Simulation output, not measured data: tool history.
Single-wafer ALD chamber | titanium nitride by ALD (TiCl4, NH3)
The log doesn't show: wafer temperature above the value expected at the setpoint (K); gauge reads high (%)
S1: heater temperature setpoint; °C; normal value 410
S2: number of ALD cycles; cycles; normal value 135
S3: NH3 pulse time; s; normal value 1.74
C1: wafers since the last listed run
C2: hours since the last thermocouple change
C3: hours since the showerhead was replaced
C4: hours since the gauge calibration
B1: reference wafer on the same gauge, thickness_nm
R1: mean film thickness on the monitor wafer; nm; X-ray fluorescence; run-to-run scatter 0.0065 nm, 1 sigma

run,day,S1,S2,S3,C1,C2,C3,C4,B1,R1
1,0,416,135,2.18,0,768.6,4132.9,2280.3,2.847,2.668
2,4.475,416,135,2.18,267,876,4240.3,2387.7,2.85,2.67
3,7.779,416,135,2.18,197,955.3,4319.6,2467,2.85,2.668
4,9.542,410,135,1.74,105,997.6,4361.9,2509.3,2.85,2.649
5,12.162,410,135,1.74,156,1060.5,4424.8,2572.2,2.851,2.642
6,14.6,410,135,1.74,145,1119,4483.3,2630.7,2.855,2.636
7,17.904,410,135,1.41,197,1198.3,4562.6,2710,2.853,2.626
8,23.838,410,135,1.41,355,1340.7,4705,2852.4,2.858,2.62
9,35.854,410,135,1.41,719,1629.1,4993.4,3140.8,2.865,2.632
10,38.971,410,135,1.59,186,1703.9,5068.2,3215.6,2.863,2.651
11,42.079,410,135,1.59,186,1778.5,5142.8,3290.2,2.864,2.627
12,45.171,410,135,1.59,185,1852.7,5217,3364.4,2.871,2.649
13,49.571,410,135,1.74,263,1958.3,5322.6,3470,2.871,2.652
14,53.6,410,135,1.74,241,2055,5419.3,3566.7,2.871,2.653
15,58.083,410,135,1.74,268,2162.6,5526.9,3674.3,2.875,2.677
# day 59.029: showerhead replaced
16,61.438,410,135,1.74,180,2243.1,57.8,3754.8,2.875,2.655
17,64.096,410,135,1.74,159,2306.9,121.6,3818.6,2.88,2.663
18,72.95,410,135,1.74,530,2519.4,334.1,4031.1,2.884,2.657
19,75.967,410,135,1.74,180,2591.8,406.5,4103.5,2.886,2.67
# day 76.408: gauge calibrated
20,86.017,425,135,1.74,601,2833,647.7,230.6,2.817,2.628
21,89.671,399,128,2.43,218,2920.7,735.4,318.3,2.814,2.5
22,92,410,135,1.74,139,2976.6,791.3,374.2,2.816,2.615
# day 93.379: thermocouple changed; heater temperature recalibrated
23,93.508,410,117,1.74,70,3.1,827.5,410.4,2.815,2.261
24,96.025,416,157,1.17,150,63.5,887.9,470.8,2.816,2.979
25,97.904,400,123,1.18,112,108.6,933,515.9,2.817,2.318
26,102.083,410,144,1.74,250,208.9,1033.3,616.2,2.817,2.778
27,106.233,410,135,1.51,248,308.5,1132.9,715.8,2.818,2.596
28,110.067,410,135,1.74,229,400.5,1224.9,807.8,2.817,2.612
29,111.758,403,127,1.22,101,441.1,1265.5,848.4,2.818,2.395
30,114.575,415,135,1.74,168,508.7,1333.1,916,2.818,2.611
31,116.862,410,135,1.74,136,563.6,1388,970.9,2.82,2.608
32,120.354,406,128,1.74,209,647.4,1471.8,1054.7,2.821,2.466
33,121.958,410,153,1.74,96,685.9,1510.3,1093.2,2.82,2.963
34,131.392,405,109,2.35,564,912.3,1736.7,1319.6,2.823,2.13
35,134.633,421,109,1.42,194,990.1,1814.5,1397.4,2.823,2.105
36,137.483,410,135,1.74,170,1058.5,1882.9,1465.8,2.82,2.621
37,139.025,410,148,1.23,92,1095.5,1919.9,1502.8,2.823,2.819
38,143.046,397,135,2.36,240,1192,2016.4,1599.3,2.823,2.644

3 options for the next run, each taken on its own from the tool as it stands now. Forecast them:
A,143.075,410,111,1.74,1,1192.7,2017.1,1600,?,?
B,143.075,410,150,2.12,1,1192.7,2017.1,1600,?,?
C,143.075,397,110,1.74,1,1192.7,2017.1,1600,?,?

run,B1,R1
A,2.824,2.147
B,2.824,2.925
C,2.824,2.115
Without the tool's unlogged condition, the same runs would have read:
run,R1
A,2.144
B,2.921
C,2.112
